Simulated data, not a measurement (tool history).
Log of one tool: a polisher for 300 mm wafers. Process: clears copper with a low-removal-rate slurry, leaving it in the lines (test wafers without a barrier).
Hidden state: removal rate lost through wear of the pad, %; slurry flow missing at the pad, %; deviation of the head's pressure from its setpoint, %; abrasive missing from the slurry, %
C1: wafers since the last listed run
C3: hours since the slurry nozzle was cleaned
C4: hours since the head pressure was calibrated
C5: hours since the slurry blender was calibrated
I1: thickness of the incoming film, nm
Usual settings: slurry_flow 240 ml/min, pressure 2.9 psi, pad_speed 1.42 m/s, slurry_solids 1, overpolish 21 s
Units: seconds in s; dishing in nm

Run 1, hour 0: usual settings but pad_speed 1.2 m/s; C1 0; wafers polished on this pad 1457; C3 146.4; C4 637.5; C5 142.4; I1 310. Result: seconds 72.1 s, dishing 49.4 nm.
Run 2, hour 46.6: usual settings but pad_speed 1.2 m/s; C1 433; wafers polished on this pad 1891; C3 193; C4 684.1; C5 189; I1 312.7. Result: seconds 74.1 s, dishing 48.6 nm.
Run 3, hour 141.9: usual settings but pad_speed 1.2 m/s; C1 886; wafers polished on this pad 2777; C3 288.3; C4 779.4; C5 284.3; I1 315.5. Result: seconds 74.2 s, dishing 49.1 nm.
Run 4, hour 194.9: usual settings but overpolish 18 s; C1 493; wafers polished on this pad 3270; C3 341.3; C4 832.4; C5 337.3; I1 311.9. Result: seconds 65.3 s, dishing 49.7 nm.
At hour 210.5: worn pad replaced by a new one.
Run 5, hour 238.1: usual settings but slurry_solids 1.05; C1 364; wafers polished on this pad 256; C3 384.5; C4 875.6; C5 380.5; I1 311.9. Result: seconds 62 s, dishing 54.9 nm.
At hour 252.7: slurry blender recalibrated.
Run 6, hour 308.5: usual settings but slurry_solids 1.05; C1 636; wafers polished on this pad 893; C3 454.9; C4 946; C5 55.8; I1 317.4. Result: seconds 68.4 s, dishing 52.7 nm.
At hour 326: head pressure recalibrated.
Run 7, hour 410.9: usual settings; C1 934; wafers polished on this pad 1827; C3 557.3; C4 84.9; C5 158.2; I1 317.1. Result: seconds 70.7 s, dishing 50.3 nm.
Run 8, hour 478.7: usual settings; C1 630; wafers polished on this pad 2458; C3 625.1; C4 152.7; C5 226; I1 314.4. Result: seconds 72.5 s, dishing 50.4 nm.
At hour 488.4: slurry nozzle cleaned.
At hour 540.2: slurry blender recalibrated, repeated, since the last time left the tool worse.
At hour 541: worn pad replaced by a new one.
Run 9, hour 541.5: usual settings but pressure 3.3 psi, pad_speed 0.96 m/s; C1 548; wafers polished on this pad 4; C3 53.1; C4 215.5; C5 1.3; I1 312.4. Result: seconds 79.6 s, dishing 46.7 nm.
Run 10, hour 814.4: usual settings but pressure 3.6 psi; C1 2539; wafers polished on this pad 2543; C3 326; C4 488.4; C5 274.2; I1 308.6. Result: seconds 49.6 s, dishing 64.1 nm.
At hour 834.3: worn pad replaced by a new one.
Run 11, hour 865.4: usual settings but slurry_flow 165 ml/min, pressure 3.4 psi, slurry_solids 0.8; C1 437; wafers polished on this pad 289; C3 377; C4 539.4; C5 325.2; I1 313.4. Result: seconds 61.1 s, dishing 56.5 nm.
At hour 878.9: slurry blender recalibrated.
Run 12, hour 961.2: usual settings but slurry_flow 305 ml/min, pressure 2.1 psi, slurry_solids 0.9, overpolish 10 s; C1 872; wafers polished on this pad 1162; C3 472.8; C4 635.2; C5 82.3; I1 318.5. Result: seconds 86.2 s, dishing 24.1 nm.
At hour 1080.2: slurry nozzle cleaned.
At hour 1128.5: worn pad replaced by a new one.
At hour 1223.4: head pressure recalibrated.
At hour 1250.4: slurry blender recalibrated.
Run 13, hour 1281.8: usual settings but slurry_flow 275 ml/min, slurry_solids 1.2; C1 2899; wafers polished on this pad 1389; C3 201.6; C4 58.4; C5 31.4; I1 314.7. Result: seconds 56.9 s, dishing 58.3 nm.
Run 14, hour 1350.6: usual settings but pad_speed 1.78 m/s, overpolish 18 s; C1 640; wafers polished on this pad 2029; C3 270.4; C4 127.2; C5 100.2; I1 308.3. Result: seconds 49.2 s, dishing 59.9 nm.
At hour 1409.6: worn pad replaced by a new one.
Run 15, hour 1532.3: usual settings but pad_speed 1.2 m/s; C1 1653; wafers polished on this pad 1141; C3 452.1; C4 308.9; C5 281.9; I1 314. Result: seconds 75.1 s, dishing 48.5 nm.
At hour 1559.9: slurry blender recalibrated.
Run 16, hour 1626.7: usual settings; C1 859; wafers polished on this pad 2001; C3 546.5; C4 403.3; C5 66.8; I1 313.8. Result: seconds 61.9 s, dishing 56.4 nm.

How the hidden state differs across the entries between the runs, from the last listed run before each to the first after it:
Between runs 4 and 5: worn pad replaced by a new one (hour 210.5)
  abrasive missing from the slurry, %: 17 -> 19.1
  measured less the result without the state, seconds: +3.4 -> +3.8 s; dishing: -1.9 -> -2.4 nm
Between runs 5 and 6: slurry blender recalibrated (hour 252.7)
  abrasive missing from the slurry, %: 19.1 -> 33.9
  measured less the result without the state, seconds: +3.8 -> +8.1 s; dishing: -2.4 -> -4.7 nm
Between runs 6 and 7: head pressure recalibrated (hour 326)
  abrasive missing from the slurry, %: 33.9 -> 39.1
  measured less the result without the state, seconds: +8.1 -> +9.9 s; dishing: -4.7 -> -5.5 nm
Between runs 8 and 9: slurry nozzle cleaned (hour 488.4); slurry blender recalibrated, repeated, since the last time left the tool worse (hour 540.2); worn pad replaced by a new one (hour 541)
  abrasive missing from the slurry, %: 42.5 -> 0.695
  measured less the result without the state, seconds: +11.4 -> +0.2 s; dishing: -6.3 -> +0 nm
Between runs 10 and 11: worn pad replaced by a new one (hour 834.3)
  abrasive missing from the slurry, %: 14.4 -> 16.9
  measured less the result without the state, seconds: +2.2 -> +3.1 s; dishing: -1.8 -> -2 nm
Between runs 11 and 12: slurry blender recalibrated (hour 878.9)
  abrasive missing from the slurry, %: 16.9 -> 4.19
  measured less the result without the state, seconds: +3.1 -> +1 s; dishing: -2 -> -0.3 nm
Between runs 12 and 13: slurry nozzle cleaned (hour 1080.2); worn pad replaced by a new one (hour 1128.5); head pressure recalibrated (hour 1223.4); slurry blender recalibrated (hour 1250.4)
  abrasive missing from the slurry, %: 4.19 -> 2
  measured less the result without the state, seconds: +1 -> +0.3 s; dishing: -0.3 -> -0.2 nm
Between runs 14 and 15: worn pad replaced by a new one (hour 1409.6)
  abrasive missing from the slurry, %: 5.45 -> 14.6
  measured less the result without the state, seconds: +0.8 -> +3.3 s; dishing: -0.6 -> -1.7 nm
Between runs 15 and 16: slurry blender recalibrated (hour 1559.9)
  abrasive missing from the slurry, %: 14.6 -> 4.97
  measured less the result without the state, seconds: +3.3 -> +0.9 s; dishing: -1.7 -> -0.6 nm
